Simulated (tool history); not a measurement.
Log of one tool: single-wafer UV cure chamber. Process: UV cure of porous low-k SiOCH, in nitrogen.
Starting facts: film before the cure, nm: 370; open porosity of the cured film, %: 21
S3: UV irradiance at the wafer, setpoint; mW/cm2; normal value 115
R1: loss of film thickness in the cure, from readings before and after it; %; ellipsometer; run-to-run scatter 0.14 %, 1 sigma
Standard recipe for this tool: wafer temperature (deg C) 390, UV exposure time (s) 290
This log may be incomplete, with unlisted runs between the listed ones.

run 1 day=0 | wafer_temperature_(deg_C)=390 UV_exposure_time_(s)=290 S3=115 | R1=14.414
run 2 day=1.067 | wafer_temperature_(deg_C)=390 UV_exposure_time_(s)=290 S3=115 | R1=14.068
-- day=1.658 quartz window cleaned
run 3 day=2.8 | wafer_temperature_(deg_C)=390 UV_exposure_time_(s)=220 S3=85 | R1=11.698
run 4 day=5.146 | wafer_temperature_(deg_C)=390 UV_exposure_time_(s)=290 S3=128 | R1=15.212
run 5 day=6.329 | wafer_temperature_(deg_C)=390 UV_exposure_time_(s)=290 S3=128 | R1=15.028
run 6 day=8.412 | wafer_temperature_(deg_C)=390 UV_exposure_time_(s)=290 S3=115 | R1=14.294
run 7 day=9.888 | wafer_temperature_(deg_C)=390 UV_exposure_time_(s)=290 S3=115 | R1=14.301
-- day=11.817 quartz window cleaned
run 8 day=12.571 | wafer_temperature_(deg_C)=390 UV_exposure_time_(s)=290 S3=115 | R1=13.821
run 9 day=15.108 | wafer_temperature_(deg_C)=390 UV_exposure_time_(s)=290 S3=83 | R1=11.89
run 10 day=17.971 | wafer_temperature_(deg_C)=390 UV_exposure_time_(s)=290 S3=83 | R1=11.628
run 11 day=19.042 | wafer_temperature_(deg_C)=390 UV_exposure_time_(s)=390 S3=115 | R1=14.784
run 12 day=21.571 | wafer_temperature_(deg_C)=390 UV_exposure_time_(s)=290 S3=115 | R1=13.223
-- day=22.858 quartz window cleaned, repeated, since the last time left the tool worse
run 13 day=23.154 | wafer_temperature_(deg_C)=390 UV_exposure_time_(s)=290 S3=103 | R1=13.96
-- day=28.496 UV bulbs replaced
run 14 day=31.029 | wafer_temperature_(deg_C)=390 UV_exposure_time_(s)=290 S3=115 | R1=14.261
run 15 day=32.512 | wafer_temperature_(deg_C)=371 UV_exposure_time_(s)=170 S3=98 | R1=10.513
-- day=34.792 quartz window cleaned
run 16 day=34.812 | wafer_temperature_(deg_C)=390 UV_exposure_time_(s)=290 S3=115 | R1=14.591
run 17 day=37.375 | wafer_temperature_(deg_C)=390 UV_exposure_time_(s)=370 S3=115 | R1=15.807
run 18 day=39.842 | wafer_temperature_(deg_C)=406 UV_exposure_time_(s)=290 S3=90 | R1=13.535
run 19 day=41.938 | wafer_temperature_(deg_C)=381 UV_exposure_time_(s)=445 S3=102 | R1=15.839
run 20 day=43.192 | wafer_temperature_(deg_C)=406 UV_exposure_time_(s)=225 S3=127 | R1=13.675
-- day=46.808 quartz window cleaned
run 21 day=52.071 | wafer_temperature_(deg_C)=390 UV_exposure_time_(s)=290 S3=115 | R1=14.415
run 22 day=54.792 | wafer_temperature_(deg_C)=390 UV_exposure_time_(s)=290 S3=134 | R1=15.221

3 options for the next run, each taken on its own from the tool as it stands now. Forecast them:
run A day=54.812 | wafer_temperature_(deg_C)=378 UV_exposure_time_(s)=290 S3=115 | R1=?
run B day=54.812 | wafer_temperature_(deg_C)=409 UV_exposure_time_(s)=290 S3=76 | R1=?
run C day=54.812 | wafer_temperature_(deg_C)=383 UV_exposure_time_(s)=440 S3=115 | R1=?

run=A R1=14.253
run=B R1=12.736
run=C R1=16.595
The same runs, with their run-to-run variation unchanged, on a tool lacking any hidden condition would have given:
run=A R1=14.635
run=B R1=13.107
run=C R1=16.989
